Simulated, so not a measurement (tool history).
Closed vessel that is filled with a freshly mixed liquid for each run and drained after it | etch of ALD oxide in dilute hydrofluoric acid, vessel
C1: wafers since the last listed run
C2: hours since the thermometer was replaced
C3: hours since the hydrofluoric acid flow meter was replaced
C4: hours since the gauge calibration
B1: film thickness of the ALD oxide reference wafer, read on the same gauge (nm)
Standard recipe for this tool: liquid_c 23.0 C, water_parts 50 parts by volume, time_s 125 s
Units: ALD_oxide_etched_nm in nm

{"run": 1, "hour": 0.0, "liquid_c": 23.0, "water_parts": 50, "time_s": 125, "C1": 0, "C2": 216.4, "C3": 626.4, "C4": 779.2, "B1": 79.97, "ALD_oxide_etched_nm": 53.68}
{"run": 2, "hour": 50.2, "liquid_c": 23.0, "water_parts": 50, "time_s": 125, "C1": 6498, "C2": 266.6, "C3": 676.6, "C4": 829.4, "B1": 80.0, "ALD_oxide_etched_nm": 53.58}
{"run": 3, "hour": 117.0, "liquid_c": 23.0, "water_parts": 50, "time_s": 125, "C1": 8647, "C2": 333.4, "C3": 743.4, "C4": 896.2, "B1": 80.0, "ALD_oxide_etched_nm": 53.7}
{"run": 4, "hour": 209.2, "liquid_c": 23.0, "water_parts": 50, "time_s": 125, "C1": 11936, "C2": 425.6, "C3": 835.6, "C4": 988.4, "B1": 79.98, "ALD_oxide_etched_nm": 54.1}
{"run": 5, "hour": 272.6, "liquid_c": 23.0, "water_parts": 50, "time_s": 125, "C1": 8207, "C2": 489.0, "C3": 899.0, "C4": 1051.8, "B1": 80.02, "ALD_oxide_etched_nm": 54.31}
{"hour": 347.5, "done": "thermometer replaced"}
{"run": 6, "hour": 359.3, "liquid_c": 23.0, "water_parts": 50, "time_s": 125, "C1": 11094, "C2": 11.8, "C3": 985.7, "C4": 1138.5, "B1": 79.99, "ALD_oxide_etched_nm": 53.2}
{"run": 7, "hour": 431.8, "liquid_c": 23.0, "water_parts": 50, "time_s": 100, "C1": 9385, "C2": 84.3, "C3": 1058.2, "C4": 1211.0, "B1": 79.99, "ALD_oxide_etched_nm": 42.33}
{"run": 8, "hour": 536.0, "liquid_c": 23.0, "water_parts": 50, "time_s": 125, "C1": 13489, "C2": 188.5, "C3": 1162.4, "C4": 1315.2, "B1": 79.98, "ALD_oxide_etched_nm": 53.59}
{"run": 9, "hour": 572.6, "liquid_c": 19.5, "water_parts": 50, "time_s": 125, "C1": 4738, "C2": 225.1, "C3": 1199.0, "C4": 1351.8, "B1": 79.97, "ALD_oxide_etched_nm": 46.28}
{"run": 10, "hour": 609.8, "liquid_c": 19.5, "water_parts": 50, "time_s": 125, "C1": 4815, "C2": 262.3, "C3": 1236.2, "C4": 1389.0, "B1": 80.01, "ALD_oxide_etched_nm": 46.42}
{"run": 11, "hour": 717.0, "liquid_c": 20.5, "water_parts": 35, "time_s": 125, "C1": 13878, "C2": 369.5, "C3": 1343.4, "C4": 1496.2, "B1": 80.0, "ALD_oxide_etched_nm": 71.48}
{"run": 12, "hour": 806.8, "liquid_c": 20.5, "water_parts": 35, "time_s": 125, "C1": 11625, "C2": 459.3, "C3": 1433.2, "C4": 1586.0, "B1": 79.98, "ALD_oxide_etched_nm": 71.81}
{"run": 13, "hour": 906.1, "liquid_c": 24.0, "water_parts": 50, "time_s": 125, "C1": 12855, "C2": 558.6, "C3": 1532.5, "C4": 1685.3, "B1": 79.98, "ALD_oxide_etched_nm": 56.85}
{"run": 14, "hour": 978.3, "liquid_c": 23.0, "water_parts": 65, "time_s": 90, "C1": 9347, "C2": 630.8, "C3": 1604.7, "C4": 1757.5, "B1": 80.02, "ALD_oxide_etched_nm": 29.87}
{"run": 15, "hour": 1056.9, "liquid_c": 28.0, "water_parts": 50, "time_s": 195, "C1": 10175, "C2": 709.4, "C3": 1683.3, "C4": 1836.1, "B1": 80.0, "ALD_oxide_etched_nm": 104.71}
{"hour": 1071.9, "done": "thermometer replaced"}
{"run": 16, "hour": 1108.3, "liquid_c": 18.5, "water_parts": 70, "time_s": 90, "C1": 6524, "C2": 36.4, "C3": 1734.7, "C4": 1887.5, "B1": 79.99, "ALD_oxide_etched_nm": 22.05}
{"run": 17, "hour": 1160.2, "liquid_c": 24.5, "water_parts": 50, "time_s": 125, "C1": 6718, "C2": 88.3, "C3": 1786.6, "C4": 1939.4, "B1": 79.99, "ALD_oxide_etched_nm": 56.87}
{"hour": 1225.9, "done": "hydrofluoric acid flow meter replaced"}
{"run": 18, "hour": 1241.5, "liquid_c": 21.0, "water_parts": 50, "time_s": 155, "C1": 10395, "C2": 169.6, "C3": 15.6, "C4": 2020.7, "B1": 79.98, "ALD_oxide_etched_nm": 61.04}
{"run": 19, "hour": 1303.3, "liquid_c": 21.0, "water_parts": 50, "time_s": 155, "C1": 8000, "C2": 231.4, "C3": 77.4, "C4": 2082.5, "B1": 80.0, "ALD_oxide_etched_nm": 61.26}
{"hour": 1396.0, "done": "gauge calibrated"}
{"run": 20, "hour": 1404.7, "liquid_c": 25.5, "water_parts": 50, "time_s": 60, "C1": 13127, "C2": 332.8, "C3": 178.8, "C4": 8.7, "B1": 80.0, "ALD_oxide_etched_nm": 28.53}
{"run": 21, "hour": 1450.2, "liquid_c": 23.0, "water_parts": 50, "time_s": 100, "C1": 5890, "C2": 378.3, "C3": 224.3, "C4": 54.2, "B1": 80.01, "ALD_oxide_etched_nm": 43.23}
{"run": 22, "hour": 1510.7, "liquid_c": 24.5, "water_parts": 55, "time_s": 125, "C1": 7832, "C2": 438.8, "C3": 284.8, "C4": 114.7, "B1": 80.01, "ALD_oxide_etched_nm": 52.17}
{"run": 23, "hour": 1605.7, "liquid_c": 18.5, "water_parts": 25, "time_s": 125, "C1": 12298, "C2": 533.8, "C3": 379.8, "C4": 209.7, "B1": 80.0, "ALD_oxide_etched_nm": 92.66}
{"hour": 1643.7, "done": "thermometer replaced"}
{"run": 24, "hour": 1651.0, "liquid_c": 24.0, "water_parts": 50, "time_s": 125, "C1": 5735, "C2": 7.3, "C3": 425.1, "C4": 255.0, "B1": 80.01, "ALD_oxide_etched_nm": 55.59}
{"run": 25, "hour": 1700.8, "liquid_c": 23.0, "water_parts": 50, "time_s": 85, "C1": 6447, "C2": 57.1, "C3": 474.9, "C4": 304.8, "B1": 79.99, "ALD_oxide_etched_nm": 36.48}
{"run": 26, "hour": 2019.9, "liquid_c": 23.0, "water_parts": 60, "time_s": 125, "C1": 41310, "C2": 376.2, "C3": 794.0, "C4": 623.9, "B1": 79.99, "ALD_oxide_etched_nm": 44.65}

Predict each of these 4 candidate next runs independently; none follows another, all start after run 26:
{"run": "A", "hour": 2020.6, "liquid_c": 23.0, "water_parts": 40, "time_s": 125, "C1": 90, "C2": 376.9, "C3": 794.7, "C4": 624.6, "B1": "?", "ALD_oxide_etched_nm": "?"}
{"run": "B", "hour": 2020.6, "liquid_c": 23.0, "water_parts": 50, "time_s": 90, "C1": 90, "C2": 376.9, "C3": 794.7, "C4": 624.6, "B1": "?", "ALD_oxide_etched_nm": "?"}
{"run": "C", "hour": 2020.6, "liquid_c": 20.5, "water_parts": 50, "time_s": 60, "C1": 90, "C2": 376.9, "C3": 794.7, "C4": 624.6, "B1": "?", "ALD_oxide_etched_nm": "?"}
{"run": "D", "hour": 2020.6, "liquid_c": 18.0, "water_parts": 35, "time_s": 190, "C1": 90, "C2": 376.9, "C3": 794.7, "C4": 624.6, "B1": "?", "ALD_oxide_etched_nm": "?"}

run=A B1=79.98 ALD_oxide_etched_nm=67.94
run=B B1=79.98 ALD_oxide_etched_nm=38.62
run=C B1=79.98 ALD_oxide_etched_nm=23.20
run=D B1=79.98 ALD_oxide_etched_nm=96.01
What these runs would have given with no unlogged condition in the tool:
run=A ALD_oxide_etched_nm=66.65
run=B ALD_oxide_etched_nm=37.90
run=C ALD_oxide_etched_nm=22.75
run=D ALD_oxide_etched_nm=94.10
